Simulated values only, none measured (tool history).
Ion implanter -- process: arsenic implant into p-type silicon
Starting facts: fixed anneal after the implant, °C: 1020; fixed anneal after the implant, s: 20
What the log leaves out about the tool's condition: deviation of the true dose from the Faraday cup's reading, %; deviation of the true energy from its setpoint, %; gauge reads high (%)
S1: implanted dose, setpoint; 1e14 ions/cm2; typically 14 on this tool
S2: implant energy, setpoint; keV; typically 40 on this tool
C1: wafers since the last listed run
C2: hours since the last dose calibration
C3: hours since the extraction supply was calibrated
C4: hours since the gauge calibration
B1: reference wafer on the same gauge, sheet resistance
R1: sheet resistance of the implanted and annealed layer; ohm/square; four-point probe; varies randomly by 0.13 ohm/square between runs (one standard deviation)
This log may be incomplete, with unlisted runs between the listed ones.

Run 1, hour 0: usual settings but S2 46 keV; C1 0; C2 1576.6; C3 3137.7; C4 87.2; B1 79.83. Result: R1 82.64 ohm/square.
Run 2, hour 11: usual settings but S1 16.16 1e14 ions/cm2; C1 176; C2 1587.6; C3 3148.7; C4 98.2; B1 79.77. Result: R1 79.46 ohm/square.
Run 3, hour 21.9: usual settings but S1 16.16 1e14 ions/cm2; C1 175; C2 1598.5; C3 3159.6; C4 109.1; B1 79.83. Result: R1 79.6 ohm/square.
Run 4, hour 32.1: usual settings but S1 16.16 1e14 ions/cm2; C1 164; C2 1608.7; C3 3169.8; C4 119.3; B1 79.85. Result: R1 79.5 ohm/square.
At hour 34.5: gauge calibrated.
Run 5, hour 42.8: usual settings; C1 172; C2 1619.4; C3 3180.5; C4 8.3; B1 79.82. Result: R1 85.38 ohm/square.
At hour 62.9: extraction supply calibrated.
Run 6, hour 89.8: usual settings; C1 627; C2 1666.4; C3 26.9; C4 55.3; B1 79.75. Result: R1 85.41 ohm/square.
Run 7, hour 95.9: usual settings; C1 98; C2 1672.5; C3 33; C4 61.4; B1 79.86. Result: R1 85.44 ohm/square.
Run 8, hour 105.2: usual settings but S1 15.32 1e14 ions/cm2; C1 149; C2 1681.8; C3 42.3; C4 70.7; B1 79.79. Result: R1 81.69 ohm/square.
At hour 124: Faraday cup replaced and dose calibrated.
Run 9, hour 124.5: usual settings but S1 16.61 1e14 ions/cm2, S2 27 keV; C1 181; C2 0.5; C3 61.6; C4 90; B1 79.85. Result: R1 88.16 ohm/square.
Run 10, hour 128.6: usual settings but S1 15.72 1e14 ions/cm2, S2 36 keV; C1 65; C2 4.6; C3 65.7; C4 94.1; B1 79.82. Result: R1 82.92 ohm/square.
At hour 145.3: gauge calibrated.
Run 11, hour 145.6: usual settings; C1 273; C2 21.6; C3 82.7; C4 0.3; B1 79.81. Result: R1 85.21 ohm/square.
Run 12, hour 154.4: usual settings but S1 18.08 1e14 ions/cm2; C1 141; C2 30.4; C3 91.5; C4 9.1; B1 79.77. Result: R1 75.71 ohm/square.
Run 13, hour 165.7: usual settings but S1 9.83 1e14 ions/cm2, S2 49 keV; C1 181; C2 41.7; C3 102.8; C4 20.4; B1 79.82. Result: R1 102.08 ohm/square.
Run 14, hour 181.9: usual settings but S1 15.36 1e14 ions/cm2, S2 46.5 keV; C1 260; C2 57.9; C3 119; C4 36.6; B1 79.77. Result: R1 78.18 ohm/square.

Consider 4 possible next runs. They are alternatives, not a sequence: every one starts from the tool as it was left by run 14. What does each give?
Run A, hour 182.3: usual settings; C1 6; C2 58.3; C3 119.4; C4 37; B1 ?. Result: R1 ?.
Run B, hour 182.3: usual settings but S1 10.79 1e14 ions/cm2, S2 47 keV; C1 6; C2 58.3; C3 119.4; C4 37; B1 ?. Result: R1 ?.
Run C, hour 182.3: usual settings but S2 49.5 keV; C1 6; C2 58.3; C3 119.4; C4 37; B1 ?. Result: R1 ?.
Run D, hour 182.3: usual settings but S1 15.48 1e14 ions/cm2, S2 47.5 keV; C1 6; C2 58.3; C3 119.4; C4 37; B1 ?. Result: R1 ?.

run     B1     R1
  A  79.78  85.31
  B  79.78  96.34
  C  79.78  81.01
  D  79.78  77.37
Without the tool's unlogged condition, the same runs would have read:
run     R1
  A  85.31
  B  96.34
  C  81.01
  D  77.37
